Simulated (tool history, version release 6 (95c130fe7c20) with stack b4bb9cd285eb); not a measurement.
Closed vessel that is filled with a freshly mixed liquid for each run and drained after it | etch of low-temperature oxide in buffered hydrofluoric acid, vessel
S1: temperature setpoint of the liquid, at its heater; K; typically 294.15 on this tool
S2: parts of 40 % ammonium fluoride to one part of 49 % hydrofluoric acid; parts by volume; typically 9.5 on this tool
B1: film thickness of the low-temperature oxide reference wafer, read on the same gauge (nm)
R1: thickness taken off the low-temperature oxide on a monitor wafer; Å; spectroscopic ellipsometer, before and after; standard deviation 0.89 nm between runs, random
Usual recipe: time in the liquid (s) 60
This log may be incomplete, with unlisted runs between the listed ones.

{"run": 1, "day": 0.0, "S1": 290.65, "S2": 9.5, "time in the liquid (s)": 60, "B1": 50.01, "R1": 1562.2}
{"day": 3.483, "done": "thermometer replaced, repeated, since the last time left the tool worse"}
{"run": 2, "day": 4.742, "S1": 290.65, "S2": 9.5, "time in the liquid (s)": 60, "B1": 50.01, "R1": 1659}
{"day": 7.533, "done": "hydrofluoric acid flow meter replaced"}
{"run": 3, "day": 7.879, "S1": 294.15, "S2": 8.5, "time in the liquid (s)": 60, "B1": 50.02, "R1": 2199.1}
{"run": 4, "day": 9.929, "S1": 294.15, "S2": 8.5, "time in the liquid (s)": 60, "B1": 50.01, "R1": 2201.1}
{"run": 5, "day": 14.2, "S1": 294.15, "S2": 8.5, "time in the liquid (s)": 60, "B1": 49.98, "R1": 2188.3}
{"run": 6, "day": 17.858, "S1": 294.15, "S2": 9.5, "time in the liquid (s)": 60, "B1": 49.99, "R1": 1988.2}
{"run": 7, "day": 20.933, "S1": 294.15, "S2": 9.5, "time in the liquid (s)": 60, "B1": 50, "R1": 1995.2}
{"run": 8, "day": 23.121, "S1": 294.15, "S2": 9.5, "time in the liquid (s)": 60, "B1": 50, "R1": 1978.5}
{"run": 9, "day": 26.783, "S1": 291.65, "S2": 12, "time in the liquid (s)": 60, "B1": 50.01, "R1": 1387.6}
{"run": 10, "day": 39.038, "S1": 294.15, "S2": 9.5, "time in the liquid (s)": 60, "B1": 50.01, "R1": 1948.7}
{"run": 11, "day": 40.583, "S1": 295.65, "S2": 7.5, "time in the liquid (s)": 45, "B1": 50.01, "R1": 2009.3}
{"run": 12, "day": 42.321, "S1": 294.15, "S2": 9.5, "time in the liquid (s)": 60, "B1": 50, "R1": 1964.5}
{"run": 13, "day": 44.538, "S1": 294.15, "S2": 9.5, "time in the liquid (s)": 60, "B1": 50.01, "R1": 1954.2}
{"day": 46.612, "done": "hydrofluoric acid flow meter replaced"}
{"run": 14, "day": 47.342, "S1": 294.15, "S2": 11, "time in the liquid (s)": 40, "B1": 49.99, "R1": 1149.6}
{"run": 15, "day": 51.288, "S1": 294.15, "S2": 9.5, "time in the liquid (s)": 60, "B1": 50, "R1": 1935.7}
{"day": 54.683, "done": "thermometer replaced"}
{"run": 16, "day": 55.654, "S1": 290.15, "S2": 9.5, "time in the liquid (s)": 60, "B1": 49.97, "R1": 1610.4}
{"run": 17, "day": 58.396, "S1": 294.15, "S2": 9.5, "time in the liquid (s)": 60, "B1": 49.98, "R1": 2021.5}
{"run": 18, "day": 60.546, "S1": 290.15, "S2": 9.5, "time in the liquid (s)": 90, "B1": 49.99, "R1": 2412.8}
{"run": 19, "day": 69.3, "S1": 294.15, "S2": 7.5, "time in the liquid (s)": 60, "B1": 50, "R1": 2525.3}
{"day": 70.992, "done": "gauge calibrated"}
{"run": 20, "day": 71.279, "S1": 292.65, "S2": 11, "time in the liquid (s)": 85, "B1": 50.01, "R1": 2295.5}
{"run": 21, "day": 75.671, "S1": 294.15, "S2": 7, "time in the liquid (s)": 80, "B1": 50, "R1": 3615.4}
{"run": 22, "day": 77.554, "S1": 294.15, "S2": 13, "time in the liquid (s)": 60, "B1": 50.02, "R1": 1495.4}
{"run": 23, "day": 80.442, "S1": 290.15, "S2": 9.5, "time in the liquid (s)": 60, "B1": 50, "R1": 1583.5}
{"day": 81.938, "done": "hydrofluoric acid flow meter replaced"}
{"run": 24, "day": 83.996, "S1": 294.15, "S2": 6, "time in the liquid (s)": 40, "B1": 50.01, "R1": 2044.4}
{"run": 25, "day": 87.567, "S1": 291.65, "S2": 9.5, "time in the liquid (s)": 60, "B1": 49.98, "R1": 1712.1}
{"run": 26, "day": 90.108, "S1": 294.15, "S2": 6.5, "time in the liquid (s)": 60, "B1": 49.98, "R1": 2856}
{"run": 27, "day": 92.192, "S1": 294.15, "S2": 9.5, "time in the liquid (s)": 60, "B1": 50.01, "R1": 1967.2}
{"run": 28, "day": 95.996, "S1": 294.15, "S2": 9.5, "time in the liquid (s)": 60, "B1": 49.98, "R1": 1954.8}
{"day": 97.404, "done": "thermometer replaced"}
{"run": 29, "day": 99.921, "S1": 294.15, "S2": 9.5, "time in the liquid (s)": 60, "B1": 49.99, "R1": 2024.3}
{"run": 30, "day": 102.021, "S1": 291.65, "S2": 7.5, "time in the liquid (s)": 85, "B1": 50.03, "R1": 3123.4}
{"run": 31, "day": 103.85, "S1": 291.15, "S2": 11, "time in the liquid (s)": 60, "B1": 50.01, "R1": 1502.3}
{"run": 32, "day": 106.858, "S1": 294.15, "S2": 6.5, "time in the liquid (s)": 80, "B1": 49.98, "R1": 3875.2}
{"run": 33, "day": 110.55, "S1": 294.15, "S2": 9.5, "time in the liquid (s)": 35, "B1": 50, "R1": 1171.5}

Below, some changes in R1 between adjacent runs. For each, the amount present without the hidden state too (settings, incoming material, random variation) and the amount remaining for the hidden state with gauge scatter not shared by both compared results:
Hidden conditions of the tool in this case: liquid colder than its thermometer reads (K); hydrofluoric acid flow below the setpoint (%); gauge reads high (%).
Run 1 -> 2: thermometer replaced, repeated, since the last time left the tool worse. R1 +96.8 Å: hidden state +90, all else +6.8.
Run 15 -> 16: S1 294.15 -> 290.15, thermometer replaced. R1 -325.3 Å: hidden state +67.9, all else -393.2.
Run 21 -> 22: S2 7 -> 13, time in the liquid (s) 80 -> 60. R1 -2120 Å: hidden state +31.5, all else -2151.5.
Run 28 -> 29: thermometer replaced. R1 +69.5 Å: hidden state +50.6, all else +18.9.
Run 31 -> 32: S1 291.15 -> 294.15, S2 11 -> 6.5, time in the liquid (s) 60 -> 80. R1 +2372.9 Å: hidden state -19.6, all else +2392.5.
Run 32 -> 33: S2 6.5 -> 9.5, time in the liquid (s) 80 -> 35. R1 -2703.7 Å: hidden state +16.3, all else -2720.
